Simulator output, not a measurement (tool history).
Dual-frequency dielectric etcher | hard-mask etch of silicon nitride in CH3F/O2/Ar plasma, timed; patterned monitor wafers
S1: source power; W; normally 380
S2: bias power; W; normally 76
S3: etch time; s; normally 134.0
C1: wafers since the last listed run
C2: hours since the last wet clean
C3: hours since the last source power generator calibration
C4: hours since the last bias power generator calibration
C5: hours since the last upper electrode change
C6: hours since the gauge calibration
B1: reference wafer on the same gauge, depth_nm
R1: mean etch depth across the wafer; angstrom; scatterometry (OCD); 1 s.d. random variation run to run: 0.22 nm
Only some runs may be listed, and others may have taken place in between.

{"run": 1, "hour": 0.0, "S1": 380, "S2": 76, "S3": 134.0, "C1": 0, "C2": 536.6, "C3": 1736.1, "C4": 1779.3, "C5": 2478.9, "C6": 46.6, "B1": 105.0, "R1": 1062}
{"run": 2, "hour": 8.4, "S1": 380, "S2": 76, "S3": 134.0, "C1": 45, "C2": 545.0, "C3": 1744.5, "C4": 1787.7, "C5": 2487.3, "C6": 55.0, "B1": 105.1, "R1": 1061}
{"run": 3, "hour": 56.7, "S1": 380, "S2": 76, "S3": 155.0, "C1": 259, "C2": 593.3, "C3": 1792.8, "C4": 1836.0, "C5": 2535.6, "C6": 103.3, "B1": 105.0, "R1": 1225}
{"hour": 62.3, "done": "gauge calibrated"}
{"run": 4, "hour": 70.2, "S1": 380, "S2": 76, "S3": 134.0, "C1": 72, "C2": 606.8, "C3": 1806.3, "C4": 1849.5, "C5": 2549.1, "C6": 7.9, "B1": 105.0, "R1": 1065}
{"hour": 85.1, "done": "bias power generator calibrated"}
{"hour": 99.3, "done": "wet clean of the chamber"}
{"hour": 114.5, "done": "upper electrode replaced"}
{"run": 5, "hour": 115.0, "S1": 410, "S2": 76, "S3": 126.0, "C1": 61, "C2": 15.7, "C3": 1851.1, "C4": 29.9, "C5": 0.5, "C6": 52.7, "B1": 105.0, "R1": 1031}
{"run": 6, "hour": 115.4, "S1": 410, "S2": 76, "S3": 126.0, "C1": 2, "C2": 16.1, "C3": 1851.5, "C4": 30.3, "C5": 0.9, "C6": 53.1, "B1": 105.0, "R1": 1035}
{"run": 7, "hour": 115.7, "S1": 380, "S2": 76, "S3": 134.0, "C1": 1, "C2": 16.4, "C3": 1851.8, "C4": 30.6, "C5": 1.2, "C6": 53.4, "B1": 105.1, "R1": 1062}
{"run": 8, "hour": 117.0, "S1": 320, "S2": 92, "S3": 108.0, "C1": 6, "C2": 17.7, "C3": 1853.1, "C4": 31.9, "C5": 2.5, "C6": 54.7, "B1": 105.0, "R1": 871}
{"run": 9, "hour": 124.1, "S1": 430, "S2": 83, "S3": 171.5, "C1": 38, "C2": 24.8, "C3": 1860.2, "C4": 39.0, "C5": 9.6, "C6": 61.8, "B1": 105.0, "R1": 1507}

The next listed run, before its measurement:
{"hour": 129.4, "done": "source power generator calibrated"}
{"run": 10, "hour": 130.7, "S1": 340, "S2": 95, "S3": 134.0, "C1": 13, "C2": 31.4, "C3": 1.3, "C4": 45.6, "C5": 16.2, "C6": 68.4, "B1": "?", "R1": "?"}

Logged for run 10: B1 104.9, R1 1129 angstrom.
Take away the tool's hidden state, keep the run-to-run variation as it was, and the same run would have given R1 1129 angstrom.

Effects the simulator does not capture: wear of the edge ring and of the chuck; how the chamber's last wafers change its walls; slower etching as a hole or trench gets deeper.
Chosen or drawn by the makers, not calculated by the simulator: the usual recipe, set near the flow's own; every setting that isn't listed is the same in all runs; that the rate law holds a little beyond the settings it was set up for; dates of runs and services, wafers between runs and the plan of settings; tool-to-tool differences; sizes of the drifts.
